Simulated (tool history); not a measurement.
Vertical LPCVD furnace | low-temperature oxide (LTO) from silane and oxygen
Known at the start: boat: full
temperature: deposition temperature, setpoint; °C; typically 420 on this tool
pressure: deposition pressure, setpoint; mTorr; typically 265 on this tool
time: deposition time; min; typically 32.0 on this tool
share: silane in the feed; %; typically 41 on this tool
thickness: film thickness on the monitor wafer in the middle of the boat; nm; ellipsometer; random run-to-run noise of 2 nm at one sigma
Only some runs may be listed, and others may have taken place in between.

| run | day | temperature | pressure | time | share | wafers since the last listed run | hours since the last temperature calibration | hours since the pressure gauge was zeroed | hours since the silane flow controller was replaced | hours since the gauge calibration | read-back reference wafer on the same gauge, thickness | thickness |
|---|---|---|---|---|---|---|---|---|---|---|---|---|
| 1 | 0.000 | 420 | 210 | 32.0 | 38 | 0 | 2339.9 | 4187.7 | 3667.2 | 94.2 | 414.84 | 348.74 |
| 2 | 0.508 | 420 | 265 | 32.0 | 41 | 109 | 2352.1 | 4199.9 | 3679.4 | 106.4 | 414.63 | 477.94 |
| 3 | 1.029 | 420 | 265 | 32.0 | 41 | 112 | 2364.6 | 4212.4 | 3691.9 | 118.9 | 414.92 | 477.83 |
| 4 | 1.358 | 420 | 265 | 32.0 | 41 | 70 | 2372.5 | 4220.3 | 3699.8 | 126.8 | 415.25 | 479.79 |
| 5 | 2.121 | 420 | 265 | 32.0 | 41 | 163 | 2390.8 | 4238.6 | 3718.1 | 145.1 | 414.83 | 479.68 |
| 6 | 2.521 | 420 | 265 | 32.0 | 41 | 86 | 2400.4 | 4248.2 | 3727.7 | 154.7 | 414.70 | 478.97 |
| 7 | 2.954 | 418 | 265 | 32.0 | 37 | 93 | 2410.8 | 4258.6 | 3738.1 | 165.1 | 415.01 | 417.22 |
| 8 | 3.496 | 420 | 265 | 28.5 | 41 | 116 | 2423.8 | 4271.6 | 3751.1 | 178.1 | 414.98 | 429.29 |
| 9 | 4.212 | 420 | 265 | 32.0 | 41 | 154 | 2441.0 | 4288.8 | 3768.3 | 195.3 | 415.13 | 474.10 |
| 10 | 6.667 | 420 | 265 | 24.5 | 41 | 527 | 2499.9 | 4347.7 | 3827.2 | 254.2 | 415.29 | 366.09 |
| 11 | 7.504 | 420 | 265 | 24.5 | 41 | 180 | 2520.0 | 4367.8 | 3847.3 | 274.3 | 415.07 | 367.18 |
| 12 | 8.012 | 420 | 240 | 32.0 | 35 | 109 | 2532.2 | 4380.0 | 3859.5 | 286.5 | 414.99 | 356.29 |
| 13 | 8.788 | 415 | 305 | 37.0 | 47 | 166 | 2550.8 | 4398.6 | 3878.1 | 305.1 | 415.13 | 694.04 |
|  | 9.950 | pressure gauge zeroed |
|  | 10.183 | thermocouples replaced and temperature profile calibrated |
| 14 | 10.204 | 415 | 300 | 32.0 | 41 | 39 | 0.5 | 6.1 | 3912.1 | 339.1 | 414.74 | 512.65 |
|  | 10.408 | gauge calibrated |
| 15 | 10.429 | 420 | 235 | 32.0 | 46 | 16 | 5.9 | 11.5 | 3917.5 | 0.5 | 414.89 | 476.55 |
| 16 | 10.650 | 420 | 265 | 32.0 | 41 | 0 | 11.2 | 16.8 | 3922.8 | 5.8 | 414.91 | 476.44 |
|  | 11.283 | silane flow controller replaced |
| 17 | 11.304 | 420 | 210 | 41.0 | 48 | 4 | 26.9 | 32.5 | 0.5 | 21.5 | 414.61 | 562.93 |

What does the tool deliver on the next run?
| 18 | 11.525 | 420 | 265 | 32.0 | 41 | 47 | 32.2 | 37.8 | 5.8 | 26.8 | ? | ? |

read-back reference wafer on the same gauge, thickness: 415.01
thickness: 475.02 nm
With the hidden condition absent and the run-to-run variation left alone, this run would have shown thickness 475.02 nm.
